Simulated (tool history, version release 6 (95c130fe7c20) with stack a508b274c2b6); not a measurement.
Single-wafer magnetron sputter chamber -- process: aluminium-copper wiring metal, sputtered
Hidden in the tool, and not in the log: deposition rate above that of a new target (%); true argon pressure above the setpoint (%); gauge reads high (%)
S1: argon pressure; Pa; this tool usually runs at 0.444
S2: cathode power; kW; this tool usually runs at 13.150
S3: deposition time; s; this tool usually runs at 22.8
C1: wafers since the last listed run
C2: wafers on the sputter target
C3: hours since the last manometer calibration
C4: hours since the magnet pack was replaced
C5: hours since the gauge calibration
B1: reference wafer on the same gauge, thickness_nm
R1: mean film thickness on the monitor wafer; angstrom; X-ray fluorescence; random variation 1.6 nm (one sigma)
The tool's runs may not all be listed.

| run | day | S1 | S2 | S3 | C1 | C2 | C3 | C4 | C5 | B1 | R1 |
|---|---|---|---|---|---|---|---|---|---|---|---|
| 1 | 0.000 | 0.444 | 13.150 | 22.8 | 0 | 2468 | 1996.6 | 5105.4 | 152.1 | 686.086 | 5643.08 |
| 2 | 0.725 | 0.444 | 13.150 | 22.8 | 229 | 2698 | 2014.0 | 5122.8 | 169.5 | 685.929 | 5627.95 |
| 3 | 1.117 | 0.444 | 13.150 | 24.2 | 124 | 2822 | 2023.4 | 5132.2 | 178.9 | 685.929 | 5998.99 |
| 4 | 1.400 | 0.444 | 13.150 | 24.2 | 89 | 2912 | 2030.2 | 5139.0 | 185.7 | 685.847 | 5995.06 |
| 5 | 1.704 | 0.444 | 14.700 | 22.8 | 96 | 3008 | 2037.5 | 5146.3 | 193.0 | 685.888 | 6071.26 |
| 6 | 2.017 | 0.444 | 14.700 | 22.8 | 99 | 3107 | 2045.0 | 5153.8 | 200.5 | 686.169 | 6065.65 |
| 7 | 2.467 | 0.444 | 14.700 | 22.8 | 142 | 3250 | 2055.8 | 5164.6 | 211.3 | 685.900 | 6075.82 |
| 8 | 2.821 | 0.444 | 13.150 | 24.9 | 112 | 3362 | 2064.3 | 5173.1 | 219.8 | 685.853 | 6152.32 |
| 9 | 3.175 | 0.444 | 13.150 | 22.8 | 112 | 3474 | 2072.8 | 5181.6 | 228.3 | 686.030 | 5607.69 |
| 10 | 3.588 | 0.444 | 13.150 | 22.8 | 130 | 3605 | 2082.7 | 5191.5 | 238.2 | 686.204 | 5612.75 |
| 11 | 3.888 | 0.444 | 13.150 | 22.8 | 95 | 3700 | 2089.9 | 5198.7 | 245.4 | 686.107 | 5644.26 |
| 12 | 4.267 | 0.444 | 13.150 | 22.8 | 120 | 3820 | 2099.0 | 5207.8 | 254.5 | 685.833 | 5633.72 |
| 13 | 5.667 | 0.291 | 13.150 | 24.2 | 443 | 4264 | 2132.6 | 5241.4 | 288.1 | 685.680 | 6442.95 |
| 14 | 6.138 | 0.397 | 11.500 | 22.8 | 149 | 4413 | 2143.9 | 5252.7 | 299.4 | 686.281 | 5282.24 |
| 15 | 6.429 | 0.311 | 10.050 | 19.6 | 92 | 4505 | 2150.9 | 5259.7 | 306.4 | 686.349 | 4374.47 |
|  | 6.467 | gauge calibrated |
|  | 7.129 | capacitance manometer re-zeroed and calibrated |
|  | 7.442 | magnet pack replaced |
| 16 | 7.462 | 0.376 | 13.150 | 26.8 | 123 | 4629 | 8.0 | 0.5 | 23.9 | 686.101 | 6830.07 |
| 17 | 7.725 | 0.576 | 10.300 | 26.0 | 83 | 4712 | 14.3 | 6.8 | 30.2 | 685.682 | 5101.15 |
| 18 | 7.975 | 0.501 | 13.150 | 22.8 | 79 | 4791 | 20.3 | 12.8 | 36.2 | 686.181 | 5417.21 |
| 19 | 8.321 | 0.444 | 15.800 | 26.5 | 109 | 4901 | 28.6 | 21.1 | 44.5 | 686.202 | 7365.18 |
|  | 8.900 | sputter target and shields replaced |
| 20 | 8.967 | 0.605 | 14.700 | 24.5 | 99 | 20 | 44.1 | 36.6 | 60.0 | 685.755 | 6113.37 |
| 21 | 9.233 | 0.362 | 14.200 | 22.8 | 84 | 105 | 50.5 | 43.0 | 66.4 | 685.867 | 6306.09 |
| 22 | 9.712 | 0.444 | 13.150 | 22.8 | 151 | 257 | 62.0 | 54.5 | 77.9 | 686.155 | 5700.49 |
| 23 | 10.404 | 0.444 | 13.150 | 22.8 | 219 | 476 | 78.6 | 71.1 | 94.5 | 685.610 | 5712.36 |
| 24 | 10.717 | 0.534 | 13.150 | 22.8 | 99 | 575 | 86.1 | 78.6 | 102.0 | 686.294 | 5444.31 |
| 25 | 11.225 | 0.316 | 13.150 | 20.2 | 161 | 736 | 98.3 | 90.8 | 114.2 | 686.040 | 5434.98 |

Forecast each of these 4 alternatives for the next run:
| A | 11.242 | 0.444 | 13.150 | 22.8 | 5 | 741 | 98.7 | 91.2 | 114.6 | ? | ? |
| B | 11.242 | 0.354 | 10.750 | 26.9 | 5 | 741 | 98.7 | 91.2 | 114.6 | ? | ? |
| C | 11.242 | 0.586 | 15.600 | 22.8 | 5 | 741 | 98.7 | 91.2 | 114.6 | ? | ? |
| D | 11.242 | 0.586 | 15.300 | 22.8 | 5 | 741 | 98.7 | 91.2 | 114.6 | ? | ? |

| run | B1 | R1 |
|---|---|---|
| A | 686.128 | 5706.55 |
| B | 686.128 | 6236.97 |
| C | 686.128 | 5930.69 |
| D | 686.128 | 5852.87 |
Stripped of hidden state, with their random variation kept, the same runs would have yielded:
| run | R1 |
|---|---|
| A | 5726.32 |
| B | 6258.58 |
| C | 5951.23 |
| D | 5873.15 |
